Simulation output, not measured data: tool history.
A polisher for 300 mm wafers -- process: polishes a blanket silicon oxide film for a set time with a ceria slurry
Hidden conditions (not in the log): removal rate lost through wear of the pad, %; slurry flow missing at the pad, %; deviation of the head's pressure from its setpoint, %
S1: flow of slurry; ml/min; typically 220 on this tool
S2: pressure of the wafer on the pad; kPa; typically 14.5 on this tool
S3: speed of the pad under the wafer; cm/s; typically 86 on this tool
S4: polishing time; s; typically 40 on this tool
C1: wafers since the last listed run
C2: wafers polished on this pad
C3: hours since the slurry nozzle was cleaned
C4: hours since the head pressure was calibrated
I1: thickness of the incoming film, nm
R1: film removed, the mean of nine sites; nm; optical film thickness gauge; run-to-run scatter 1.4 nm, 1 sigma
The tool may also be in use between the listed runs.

Run 1, hour 0.0: usual settings but S4 32 s; C1 0; C2 1603; C3 427.7; C4 6.4; I1 969.2. Result: R1 85.6 nm.
At hour 23.8: worn pad replaced by a new one.
Run 2, hour 120.1: usual settings but S4 32 s; C1 1420; C2 1178; C3 547.8; C4 126.5; I1 982.2. Result: R1 83.5 nm.
At hour 168.8: worn pad replaced by a new one, of another model than before.
Run 3, hour 174.6: usual settings but S4 32 s; C1 617; C2 70; C3 602.3; C4 181.0; I1 991.6. Result: R1 96.3 nm.
Run 4, hour 207.8: usual settings but S4 43 s; C1 406; C2 476; C3 635.5; C4 214.2; I1 994.1. Result: R1 117.3 nm.
Run 5, hour 242.2: usual settings but S4 43 s; C1 420; C2 897; C3 669.9; C4 248.6; I1 996.1. Result: R1 115.7 nm.
At hour 284.3: head pressure recalibrated.
Run 6, hour 294.5: usual settings but S4 43 s; C1 615; C2 1513; C3 722.2; C4 10.2; I1 988.8. Result: R1 113.7 nm.
At hour 334.4: worn pad replaced by a new one.
At hour 340.3: slurry nozzle cleaned.
Run 7, hour 449.0: usual settings but S2 13.1 kPa; C1 1828; C2 1389; C3 108.7; C4 164.7; I1 992.6. Result: R1 96.2 nm.
At hour 487.3: worn pad replaced by a new one.
Run 8, hour 491.9: usual settings but S2 17.2 kPa, S3 102 cm/s; C1 475; C2 56; C3 151.6; C4 207.6; I1 995.7. Result: R1 153.2 nm.
Run 9, hour 521.2: usual settings but S1 165 ml/min; C1 358; C2 414; C3 180.9; C4 236.9; I1 991.7. Result: R1 103.2 nm.
Run 10, hour 565.2: usual settings but S1 190 ml/min, S2 10.3 kPa, S3 64 cm/s; C1 538; C2 953; C3 224.9; C4 280.9; I1 973.4. Result: R1 64.3 nm.
Run 11, hour 596.4: usual settings but S4 43 s; C1 381; C2 1334; C3 256.1; C4 312.1; I1 1000.1. Result: R1 112.9 nm.
Run 12, hour 623.9: usual settings but S1 155 ml/min, S3 74 cm/s, S4 54 s; C1 336; C2 1671; C3 283.6; C4 339.6; I1 990.1. Result: R1 111.9 nm.
At hour 626.0: head pressure recalibrated.
At hour 632.5: worn pad replaced by a new one.
Run 13, hour 672.9: usual settings but S2 17.9 kPa; C1 525; C2 494; C3 332.6; C4 46.9; I1 972.4. Result: R1 130.9 nm.
Run 14, hour 699.0: usual settings but S4 32 s; C1 319; C2 813; C3 358.7; C4 73.0; I1 976.1. Result: R1 87.3 nm.
Run 15, hour 757.8: usual settings but S1 245 ml/min, S4 29 s; C1 719; C2 1532; C3 417.5; C4 131.8; I1 988.0. Result: R1 77.9 nm.

What if the next run were any one of these 3? Each begins from the tool's condition after run 15:
Run A, hour 758.2: usual settings but S3 70 cm/s; C1 4; C2 1537; C3 417.9; C4 132.2; I1 980.1. Result: R1 ?.
Run B, hour 758.2: usual settings but S3 98 cm/s; C1 4; C2 1537; C3 417.9; C4 132.2; I1 980.1. Result: R1 ?.
Run C, hour 758.2: usual settings but S3 110 cm/s; C1 4; C2 1537; C3 417.9; C4 132.2; I1 980.1. Result: R1 ?.

run     R1
  A   89.7
  B  116.6
  C  128.1
Without the tool's unlogged condition, the same runs would have read:
run     R1
  A  102.8
  B  133.6
  C  146.8

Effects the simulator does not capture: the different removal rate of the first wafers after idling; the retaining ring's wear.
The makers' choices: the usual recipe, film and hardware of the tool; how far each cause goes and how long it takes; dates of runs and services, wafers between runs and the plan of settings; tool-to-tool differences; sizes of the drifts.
